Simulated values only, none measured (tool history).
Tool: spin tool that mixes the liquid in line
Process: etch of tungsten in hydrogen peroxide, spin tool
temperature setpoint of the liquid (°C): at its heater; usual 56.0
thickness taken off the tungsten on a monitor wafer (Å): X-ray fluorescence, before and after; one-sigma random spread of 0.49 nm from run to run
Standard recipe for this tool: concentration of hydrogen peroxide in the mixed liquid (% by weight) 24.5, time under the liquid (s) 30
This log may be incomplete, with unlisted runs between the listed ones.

| run | day | temperature setpoint of the liquid (°C) | concentration of hydrogen peroxide in the mixed liquid (% by weight) | time under the liquid (s) | wafers since the last listed run | hours since the thermometer was replaced | hours since the peroxide flow meter was replaced | hours since the heated supply line was repaired | hours since the drum of peroxide was connected | hours since the gauge calibration | read-back film thickness of the tungsten reference wafer, read on the same gauge (nm) | thickness taken off the tungsten on a monitor wafer (Å) |
|---|---|---|---|---|---|---|---|---|---|---|---|---|
| 1 | 0.000 | 62.5 | 24.5 | 30 | 0 | 898.8 | 748.9 | 2124.9 | 944.0 | 160.5 | 109.98 | 820.4 |
| 2 | 0.488 | 49.5 | 24.5 | 30 | 147 | 910.5 | 760.6 | 2136.6 | 955.7 | 172.2 | 110.01 | 376.6 |
| 3 | 1.062 | 56.0 | 24.5 | 30 | 173 | 924.3 | 774.4 | 2150.4 | 969.5 | 186.0 | 109.99 | 559.8 |
|  | 1.583 | new drum of peroxide connected |
|  | 1.650 | peroxide flow meter replaced |
| 4 | 1.775 | 56.0 | 24.5 | 30 | 189 | 941.4 | 3.0 | 2167.5 | 4.6 | 203.1 | 110.01 | 588.1 |
|  | 2.079 | heated supply line repaired |
| 5 | 2.446 | 56.0 | 24.5 | 30 | 189 | 957.5 | 19.1 | 8.8 | 20.7 | 219.2 | 109.98 | 590.8 |
| 6 | 3.150 | 56.0 | 24.5 | 30 | 212 | 974.4 | 36.0 | 25.7 | 37.6 | 236.1 | 110.01 | 589.2 |
|  | 3.342 | gauge calibrated |
| 7 | 3.442 | 56.0 | 24.5 | 40 | 88 | 981.4 | 43.0 | 32.7 | 44.6 | 2.4 | 110.00 | 786.3 |
| 8 | 3.875 | 56.0 | 24.5 | 40 | 130 | 991.8 | 53.4 | 43.1 | 55.0 | 12.8 | 110.03 | 783.1 |
| 9 | 4.488 | 56.0 | 24.5 | 30 | 184 | 1006.5 | 68.1 | 57.8 | 69.7 | 27.5 | 110.00 | 574.4 |
|  | 4.721 | thermometer replaced |
| 10 | 5.162 | 46.5 | 24.5 | 30 | 191 | 10.6 | 84.3 | 74.0 | 85.9 | 43.7 | 109.99 | 328.2 |
| 11 | 5.717 | 49.0 | 22.0 | 20 | 167 | 23.9 | 97.6 | 87.3 | 99.2 | 57.0 | 109.98 | 243.8 |
| 12 | 6.246 | 56.0 | 24.5 | 30 | 159 | 36.6 | 110.3 | 100.0 | 111.9 | 69.7 | 110.00 | 583.7 |
| 13 | 6.654 | 49.5 | 29.0 | 50 | 123 | 46.4 | 120.1 | 109.8 | 121.7 | 79.5 | 109.98 | 701.2 |
| 14 | 6.938 | 56.0 | 24.5 | 30 | 85 | 53.2 | 126.9 | 116.6 | 128.5 | 86.3 | 110.01 | 582.6 |
| 15 | 7.588 | 56.0 | 24.5 | 20 | 196 | 68.8 | 142.5 | 132.2 | 144.1 | 101.9 | 110.01 | 384.8 |
| 16 | 8.362 | 59.0 | 24.5 | 15 | 233 | 87.4 | 161.1 | 150.8 | 162.7 | 120.5 | 110.01 | 351.4 |
| 17 | 8.658 | 53.0 | 20.5 | 15 | 89 | 94.5 | 168.2 | 157.9 | 169.8 | 127.6 | 109.98 | 221.3 |
| 18 | 9.046 | 47.0 | 18.5 | 45 | 116 | 103.8 | 177.5 | 167.2 | 179.1 | 136.9 | 110.01 | 437.0 |
| 19 | 9.417 | 50.0 | 30.0 | 30 | 111 | 112.7 | 186.4 | 176.1 | 188.0 | 145.8 | 110.01 | 448.6 |
| 20 | 10.150 | 56.0 | 24.5 | 30 | 221 | 130.3 | 204.0 | 193.7 | 205.6 | 163.4 | 110.01 | 585.6 |
| 21 | 10.538 | 47.0 | 24.5 | 50 | 116 | 139.6 | 213.3 | 203.0 | 214.9 | 172.7 | 110.01 | 559.3 |
| 22 | 11.054 | 56.0 | 24.5 | 30 | 155 | 152.0 | 225.7 | 215.4 | 227.3 | 185.1 | 110.00 | 582.5 |
| 23 | 11.558 | 63.5 | 28.0 | 30 | 152 | 164.1 | 237.8 | 227.5 | 239.4 | 197.2 | 110.02 | 958.1 |
| 24 | 12.038 | 52.5 | 30.0 | 20 | 144 | 175.6 | 249.3 | 239.0 | 250.9 | 208.7 | 109.99 | 343.0 |
| 25 | 12.658 | 56.0 | 24.5 | 30 | 187 | 190.5 | 264.2 | 253.9 | 265.8 | 223.6 | 110.01 | 581.9 |
| 26 | 13.325 | 53.5 | 30.0 | 50 | 201 | 206.5 | 280.2 | 269.9 | 281.8 | 239.6 | 109.98 | 920.8 |

Forecast each of these 4 alternatives for the next run:
| A | 13.342 | 56.0 | 24.5 | 30 | 5 | 206.9 | 280.6 | 270.3 | 282.2 | 240.0 | ? | ? |
| B | 13.342 | 56.0 | 30.0 | 30 | 5 | 206.9 | 280.6 | 270.3 | 282.2 | 240.0 | ? | ? |
| C | 13.342 | 65.5 | 24.5 | 45 | 5 | 206.9 | 280.6 | 270.3 | 282.2 | 240.0 | ? | ? |
| D | 13.342 | 58.5 | 28.5 | 20 | 5 | 206.9 | 280.6 | 270.3 | 282.2 | 240.0 | ? | ? |

| run | read-back film thickness of the tungsten reference wafer, read on the same gauge (nm) | thickness taken off the tungsten on a monitor wafer (Å) |
|---|---|---|
| A | 109.98 | 587.7 |
| B | 109.98 | 650.4 |
| C | 109.98 | 1518.8 |
| D | 109.98 | 489.1 |
Had the tool no hidden state, the same runs would have come out as:
| run | thickness taken off the tungsten on a monitor wafer (Å) |
|---|---|
| A | 605.2 |
| B | 669.7 |
| C | 1563.9 |
| D | 503.6 |

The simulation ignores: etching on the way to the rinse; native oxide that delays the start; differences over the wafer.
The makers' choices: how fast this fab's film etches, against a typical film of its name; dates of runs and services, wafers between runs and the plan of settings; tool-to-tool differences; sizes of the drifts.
